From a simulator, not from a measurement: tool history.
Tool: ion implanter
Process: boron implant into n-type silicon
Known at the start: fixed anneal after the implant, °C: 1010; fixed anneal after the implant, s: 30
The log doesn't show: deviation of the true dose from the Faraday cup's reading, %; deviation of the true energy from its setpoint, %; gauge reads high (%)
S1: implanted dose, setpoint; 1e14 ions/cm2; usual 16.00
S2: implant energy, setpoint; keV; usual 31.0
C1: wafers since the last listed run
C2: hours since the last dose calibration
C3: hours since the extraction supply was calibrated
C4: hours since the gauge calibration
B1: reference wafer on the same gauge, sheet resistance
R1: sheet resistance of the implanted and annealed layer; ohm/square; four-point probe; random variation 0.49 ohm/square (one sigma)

run     day     S1    S2    C1     C2      C3     C4     B1      R1
  1   0.000  16.00  24.0     0   17.2  3824.3  637.6  69.61   88.32
  2   2.938  16.00  24.0  1487   87.7  3894.8  708.1  69.74   87.63
  3   7.338  16.00  31.0  2228  193.3  4000.4  813.7  69.69   84.18
  4   9.271  16.00  31.0   979  239.7  4046.8  860.1  69.70   83.88
  5  11.996  16.00  31.0  1380  305.1  4112.2  925.5  69.73   82.89
  6  14.612  15.03  34.0  1325  367.9  4175.0  988.3  69.53   86.09
     15.050  -- gauge calibrated
     15.196  -- extraction supply calibrated
  7  19.050  15.03  34.0  2078  474.4    92.5   96.0  69.83   87.00
     19.671  -- Faraday cup replaced and dose calibrated
  8  23.125  20.57  31.0  1895   82.9   190.3  193.8  69.66   70.87
  9  27.879  13.71  39.5  2407  197.0   304.4  307.9  69.73   94.12
 10  29.908  20.44  37.5  1027  245.7   353.1  356.6  69.63   68.49
 11  32.517  16.00  31.0  1321  308.3   415.7  419.2  69.81   83.06
 12  36.988  12.18  31.0  2264  415.6   523.0  526.5  69.67  103.64
     40.696  -- Faraday cup replaced and dose calibrated
 13  40.717  16.00  21.0  1719    0.5   612.5  616.0  69.79   92.04
 14  42.579  19.88  41.0   943   45.2   657.2  660.7  69.59   70.12

The same runs without the tool's hidden state, with the same run-to-run variation:
run      R1
  1   89.31
  2   89.56
  3   87.11
  4   87.07
  5   86.30
  6   89.99
  7   91.15
  8   72.06
  9   97.25
 10   70.73
 11   86.14
 12  108.09
 13   92.18
 14   70.86
